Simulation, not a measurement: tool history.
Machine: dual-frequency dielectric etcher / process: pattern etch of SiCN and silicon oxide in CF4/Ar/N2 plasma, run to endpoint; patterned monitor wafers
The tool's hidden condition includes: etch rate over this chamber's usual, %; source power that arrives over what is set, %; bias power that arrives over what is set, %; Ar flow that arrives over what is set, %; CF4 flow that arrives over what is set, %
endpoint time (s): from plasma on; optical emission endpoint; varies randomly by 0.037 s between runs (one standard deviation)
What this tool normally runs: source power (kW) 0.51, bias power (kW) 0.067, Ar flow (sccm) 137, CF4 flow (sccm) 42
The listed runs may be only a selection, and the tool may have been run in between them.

| run | hour | source power (kW) | bias power (kW) | Ar flow (sccm) | CF4 flow (sccm) | wafers since the last listed run | hours since the last wet clean | hours since the last source power generator calibration | hours since the last bias power generator calibration | hours since the last Ar flow controller change | hours since the last CF4 flow controller change | hours since the last upper electrode change | incoming incoming film thickness, nm | endpoint time (s) |
|---|---|---|---|---|---|---|---|---|---|---|---|---|---|---|
| 1 | 0 | 0.46 | 0.067 | 137 | 42 | 0 | 182 | 2395.7 | 1860.6 | 4470.6 | 25.5 | 6164.7 | 9.46 | 12.4 |
| 2 | 47.3 | 0.46 | 0.067 | 137 | 42 | 460 | 229.3 | 2443 | 1907.9 | 4517.9 | 72.8 | 6212 | 9.44 | 12.2 |
|  | 55.3 | source power generator calibrated |
| 3 | 72.3 | 0.46 | 0.067 | 137 | 42 | 204 | 254.3 | 17 | 1932.9 | 4542.9 | 97.8 | 6237 | 9.59 | 12.4 |
| 4 | 119.6 | 0.42 | 0.067 | 137 | 42 | 460 | 301.6 | 64.3 | 1980.2 | 4590.2 | 145.1 | 6284.3 | 9.51 | 13.3 |
|  | 202.5 | wet clean of the chamber |
|  | 205.5 | upper electrode replaced |
| 5 | 206 | 0.42 | 0.067 | 137 | 42 | 577 | 3.5 | 150.7 | 2066.6 | 4676.6 | 231.5 | 0.5 | 9.53 | 13.8 |
|  | 240.8 | bias power generator calibrated |
| 6 | 251.6 | 0.42 | 0.067 | 137 | 42 | 404 | 49.1 | 196.3 | 10.8 | 4722.2 | 277.1 | 46.1 | 9.45 | 13.5 |
| 7 | 294.2 | 0.51 | 0.067 | 115 | 42 | 414 | 91.7 | 238.9 | 53.4 | 4764.8 | 319.7 | 88.7 | 9.49 | 11.3 |
| 8 | 352.7 | 0.41 | 0.067 | 137 | 42 | 569 | 150.2 | 297.4 | 111.9 | 4823.3 | 378.2 | 147.2 | 9.55 | 13.8 |
| 9 | 393.4 | 0.46 | 0.067 | 137 | 45 | 396 | 190.9 | 338.1 | 152.6 | 4864 | 418.9 | 187.9 | 9.56 | 12.4 |
| 10 | 497.9 | 0.54 | 0.076 | 137 | 42 | 1016 | 295.4 | 442.6 | 257.1 | 4968.5 | 523.4 | 292.4 | 9.47 | 10.2 |
|  | 563.4 | wet clean of the chamber |
| 11 | 705.9 | 0.59 | 0.067 | 137 | 52 | 1790 | 142.5 | 650.6 | 465.1 | 5176.5 | 731.4 | 500.4 | 9.63 | 10 |
| 12 | 746.8 | 0.61 | 0.067 | 151 | 42 | 398 | 183.4 | 691.5 | 506 | 5217.4 | 772.3 | 541.3 | 9.5 | 9.9 |
| 13 | 778.5 | 0.46 | 0.067 | 137 | 42 | 308 | 215.1 | 723.2 | 537.7 | 5249.1 | 804 | 573 | 9.49 | 12.3 |
|  | 803.7 | Ar flow controller replaced |
| 14 | 836.6 | 0.58 | 0.067 | 137 | 33 | 506 | 273.2 | 781.3 | 595.8 | 32.9 | 862.1 | 631.1 | 9.53 | 10.4 |
| 15 | 881 | 0.51 | 0.067 | 137 | 42 | 432 | 317.6 | 825.7 | 640.2 | 77.3 | 906.5 | 675.5 | 9.45 | 11.2 |
| 16 | 908.2 | 0.51 | 0.084 | 137 | 42 | 264 | 344.8 | 852.9 | 667.4 | 104.5 | 933.7 | 702.7 | 9.5 | 10.3 |
|  | 951.6 | wet clean of the chamber |
| 17 | 952.1 | 0.51 | 0.067 | 137 | 42 | 193 | 0.5 | 896.8 | 711.3 | 148.4 | 977.6 | 746.6 | 9.44 | 11.6 |
| 18 | 981.6 | 0.51 | 0.06 | 118 | 42 | 287 | 30 | 926.3 | 740.8 | 177.9 | 1007.1 | 776.1 | 9.51 | 12 |
| 19 | 1013 | 0.64 | 0.058 | 137 | 42 | 305 | 61.4 | 957.7 | 772.2 | 209.3 | 1038.5 | 807.5 | 9.5 | 10 |
| 20 | 1074.2 | 0.51 | 0.05 | 154 | 42 | 595 | 122.6 | 1018.9 | 833.4 | 270.5 | 1099.7 | 868.7 | 9.38 | 12.8 |
| 21 | 1112.7 | 0.59 | 0.08 | 137 | 47 | 374 | 161.1 | 1057.4 | 871.9 | 309 | 1138.2 | 907.2 | 9.53 | 9.3 |
| 22 | 1165.4 | 0.58 | 0.057 | 137 | 35 | 512 | 213.8 | 1110.1 | 924.6 | 361.7 | 1190.9 | 959.9 | 9.39 | 11 |
| 23 | 1232.4 | 0.51 | 0.067 | 137 | 42 | 651 | 280.8 | 1177.1 | 991.6 | 428.7 | 1257.9 | 1026.9 | 9.5 | 11.3 |

Below are 5 alternative next runs, each starting from the tool's condition after run 23. Predict each:
| A | 1232.8 | 0.51 | 0.067 | 137 | 42 | 3 | 281.2 | 1177.5 | 992 | 429.1 | 1258.3 | 1027.3 | 9.5 | ? |
| B | 1232.8 | 0.51 | 0.067 | 162 | 49 | 3 | 281.2 | 1177.5 | 992 | 429.1 | 1258.3 | 1027.3 | 9.5 | ? |
| C | 1232.8 | 0.51 | 0.056 | 137 | 42 | 3 | 281.2 | 1177.5 | 992 | 429.1 | 1258.3 | 1027.3 | 9.5 | ? |
| D | 1232.8 | 0.63 | 0.067 | 121 | 37 | 3 | 281.2 | 1177.5 | 992 | 429.1 | 1258.3 | 1027.3 | 9.5 | ? |
| E | 1232.8 | 0.43 | 0.052 | 137 | 42 | 3 | 281.2 | 1177.5 | 992 | 429.1 | 1258.3 | 1027.3 | 9.5 | ? |

| run | endpoint time (s) |
|---|---|
| A | 11.3 |
| B | 11.3 |
| C | 12 |
| D | 9.5 |
| E | 14.3 |
What these runs would have given with no unlogged condition in the tool:
| run | endpoint time (s) |
|---|---|
| A | 11.6 |
| B | 11.6 |
| C | 12.4 |
| D | 9.7 |
| E | 14.7 |
